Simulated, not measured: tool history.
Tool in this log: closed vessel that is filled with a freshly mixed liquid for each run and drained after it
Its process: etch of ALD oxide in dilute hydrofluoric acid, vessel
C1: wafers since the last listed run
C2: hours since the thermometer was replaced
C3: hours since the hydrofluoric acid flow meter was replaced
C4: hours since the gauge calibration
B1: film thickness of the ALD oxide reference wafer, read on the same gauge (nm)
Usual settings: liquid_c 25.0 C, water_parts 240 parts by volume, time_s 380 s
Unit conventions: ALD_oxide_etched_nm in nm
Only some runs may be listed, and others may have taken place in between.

{"run": 1, "hour": 0.0, "liquid_c": 28.0, "water_parts": 240, "time_s": 530, "C1": 0, "C2": 1728.1, "C3": 1793.7, "C4": 203.1, "B1": 39.99, "ALD_oxide_etched_nm": 48.52}
{"run": 2, "hour": 15.7, "liquid_c": 25.0, "water_parts": 240, "time_s": 380, "C1": 1072, "C2": 1743.8, "C3": 1809.4, "C4": 218.8, "B1": 39.98, "ALD_oxide_etched_nm": 31.24}
{"run": 3, "hour": 31.3, "liquid_c": 25.0, "water_parts": 240, "time_s": 380, "C1": 1065, "C2": 1759.4, "C3": 1825.0, "C4": 234.4, "B1": 40.0, "ALD_oxide_etched_nm": 31.34}
{"run": 4, "hour": 42.0, "liquid_c": 25.0, "water_parts": 320, "time_s": 380, "C1": 730, "C2": 1770.1, "C3": 1835.7, "C4": 245.1, "B1": 39.99, "ALD_oxide_etched_nm": 21.75}
{"run": 5, "hour": 59.5, "liquid_c": 25.0, "water_parts": 320, "time_s": 380, "C1": 1195, "C2": 1787.6, "C3": 1853.2, "C4": 262.6, "B1": 39.97, "ALD_oxide_etched_nm": 21.82}
{"run": 6, "hour": 76.1, "liquid_c": 25.0, "water_parts": 240, "time_s": 380, "C1": 1133, "C2": 1804.2, "C3": 1869.8, "C4": 279.2, "B1": 40.01, "ALD_oxide_etched_nm": 31.44}
{"run": 7, "hour": 87.4, "liquid_c": 25.0, "water_parts": 240, "time_s": 380, "C1": 771, "C2": 1815.5, "C3": 1881.1, "C4": 290.5, "B1": 39.98, "ALD_oxide_etched_nm": 31.68}
{"run": 8, "hour": 94.1, "liquid_c": 25.0, "water_parts": 240, "time_s": 380, "C1": 457, "C2": 1822.2, "C3": 1887.8, "C4": 297.2, "B1": 39.97, "ALD_oxide_etched_nm": 31.35}
{"run": 9, "hour": 100.6, "liquid_c": 27.5, "water_parts": 240, "time_s": 330, "C1": 444, "C2": 1828.7, "C3": 1894.3, "C4": 303.7, "B1": 39.96, "ALD_oxide_etched_nm": 29.75}
{"run": 10, "hour": 117.3, "liquid_c": 25.0, "water_parts": 240, "time_s": 235, "C1": 1140, "C2": 1845.4, "C3": 1911.0, "C4": 320.4, "B1": 39.98, "ALD_oxide_etched_nm": 19.51}
{"run": 11, "hour": 134.0, "liquid_c": 25.0, "water_parts": 240, "time_s": 235, "C1": 1140, "C2": 1862.1, "C3": 1927.7, "C4": 337.1, "B1": 40.01, "ALD_oxide_etched_nm": 19.45}
{"run": 12, "hour": 149.9, "liquid_c": 25.0, "water_parts": 240, "time_s": 380, "C1": 1086, "C2": 1878.0, "C3": 1943.6, "C4": 353.0, "B1": 40.0, "ALD_oxide_etched_nm": 31.49}
{"run": 13, "hour": 164.6, "liquid_c": 25.0, "water_parts": 240, "time_s": 380, "C1": 1004, "C2": 1892.7, "C3": 1958.3, "C4": 367.7, "B1": 40.01, "ALD_oxide_etched_nm": 31.5}
{"run": 14, "hour": 176.4, "liquid_c": 23.0, "water_parts": 240, "time_s": 380, "C1": 806, "C2": 1904.5, "C3": 1970.1, "C4": 379.5, "B1": 40.03, "ALD_oxide_etched_nm": 29.37}
{"hour": 189.2, "done": "hydrofluoric acid flow meter replaced"}
{"run": 15, "hour": 189.7, "liquid_c": 23.0, "water_parts": 240, "time_s": 380, "C1": 840, "C2": 1917.8, "C3": 0.5, "C4": 392.8, "B1": 40.01, "ALD_oxide_etched_nm": 29.41}
{"hour": 194.0, "done": "gauge calibrated"}
{"run": 16, "hour": 205.2, "liquid_c": 25.0, "water_parts": 240, "time_s": 380, "C1": 1058, "C2": 1933.3, "C3": 16.0, "C4": 11.2, "B1": 39.98, "ALD_oxide_etched_nm": 31.48}
{"run": 17, "hour": 217.4, "liquid_c": 22.0, "water_parts": 240, "time_s": 505, "C1": 833, "C2": 1945.5, "C3": 28.2, "C4": 23.4, "B1": 40.04, "ALD_oxide_etched_nm": 37.46}
{"hour": 230.2, "done": "thermometer replaced"}
{"run": 18, "hour": 232.0, "liquid_c": 25.0, "water_parts": 355, "time_s": 380, "C1": 929, "C2": 1.8, "C3": 42.8, "C4": 38.0, "B1": 40.02, "ALD_oxide_etched_nm": 18.92}
{"run": 19, "hour": 245.8, "liquid_c": 22.0, "water_parts": 240, "time_s": 380, "C1": 942, "C2": 15.6, "C3": 56.6, "C4": 51.8, "B1": 39.98, "ALD_oxide_etched_nm": 28.07}
{"run": 20, "hour": 255.4, "liquid_c": 25.0, "water_parts": 295, "time_s": 520, "C1": 655, "C2": 25.2, "C3": 66.2, "C4": 61.4, "B1": 39.96, "ALD_oxide_etched_nm": 32.94}
{"run": 21, "hour": 266.1, "liquid_c": 25.0, "water_parts": 240, "time_s": 380, "C1": 730, "C2": 35.9, "C3": 76.9, "C4": 72.1, "B1": 40.04, "ALD_oxide_etched_nm": 31.55}
{"run": 22, "hour": 273.8, "liquid_c": 28.5, "water_parts": 190, "time_s": 280, "C1": 526, "C2": 43.6, "C3": 84.6, "C4": 79.8, "B1": 39.99, "ALD_oxide_etched_nm": 35.21}
{"run": 23, "hour": 280.9, "liquid_c": 25.0, "water_parts": 315, "time_s": 380, "C1": 485, "C2": 50.7, "C3": 91.7, "C4": 86.9, "B1": 39.98, "ALD_oxide_etched_nm": 22.27}
{"run": 24, "hour": 288.6, "liquid_c": 23.0, "water_parts": 160, "time_s": 380, "C1": 526, "C2": 58.4, "C3": 99.4, "C4": 94.6, "B1": 40.0, "ALD_oxide_etched_nm": 47.62}
{"run": 25, "hour": 295.6, "liquid_c": 21.5, "water_parts": 240, "time_s": 175, "C1": 478, "C2": 65.4, "C3": 106.4, "C4": 101.6, "B1": 39.94, "ALD_oxide_etched_nm": 12.81}
{"run": 26, "hour": 307.5, "liquid_c": 22.5, "water_parts": 310, "time_s": 225, "C1": 812, "C2": 77.3, "C3": 118.3, "C4": 113.5, "B1": 40.02, "ALD_oxide_etched_nm": 12.33}
{"run": 27, "hour": 323.0, "liquid_c": 23.0, "water_parts": 120, "time_s": 450, "C1": 1058, "C2": 92.8, "C3": 133.8, "C4": 129.0, "B1": 40.06, "ALD_oxide_etched_nm": 78.35}
{"run": 28, "hour": 339.0, "liquid_c": 26.5, "water_parts": 240, "time_s": 315, "C1": 1092, "C2": 108.8, "C3": 149.8, "C4": 145.0, "B1": 39.98, "ALD_oxide_etched_nm": 27.69}
{"run": 29, "hour": 355.2, "liquid_c": 21.5, "water_parts": 155, "time_s": 165, "C1": 1106, "C2": 125.0, "C3": 166.0, "C4": 161.2, "B1": 39.96, "ALD_oxide_etched_nm": 20.37}
{"run": 30, "hour": 372.2, "liquid_c": 25.0, "water_parts": 185, "time_s": 380, "C1": 1161, "C2": 142.0, "C3": 183.0, "C4": 178.2, "B1": 39.95, "ALD_oxide_etched_nm": 43.17}
{"run": 31, "hour": 388.3, "liquid_c": 25.0, "water_parts": 240, "time_s": 380, "C1": 1099, "C2": 158.1, "C3": 199.1, "C4": 194.3, "B1": 39.98, "ALD_oxide_etched_nm": 31.55}
{"run": 32, "hour": 402.7, "liquid_c": 25.0, "water_parts": 240, "time_s": 380, "C1": 983, "C2": 172.5, "C3": 213.5, "C4": 208.7, "B1": 40.0, "ALD_oxide_etched_nm": 31.17}
{"run": 33, "hour": 417.8, "liquid_c": 29.0, "water_parts": 240, "time_s": 470, "C1": 1031, "C2": 187.6, "C3": 228.6, "C4": 223.8, "B1": 40.0, "ALD_oxide_etched_nm": 44.55}
{"run": 34, "hour": 434.1, "liquid_c": 25.0, "water_parts": 240, "time_s": 160, "C1": 1113, "C2": 203.9, "C3": 244.9, "C4": 240.1, "B1": 39.96, "ALD_oxide_etched_nm": 13.24}

State the hidden condition of the tool at each of the runs:
liquid hotter than its thermometer reads (K): 0 at every run
hydrofluoric acid flow below the setpoint (%): 0 at every run
gauge reads high (%): 0 at every run
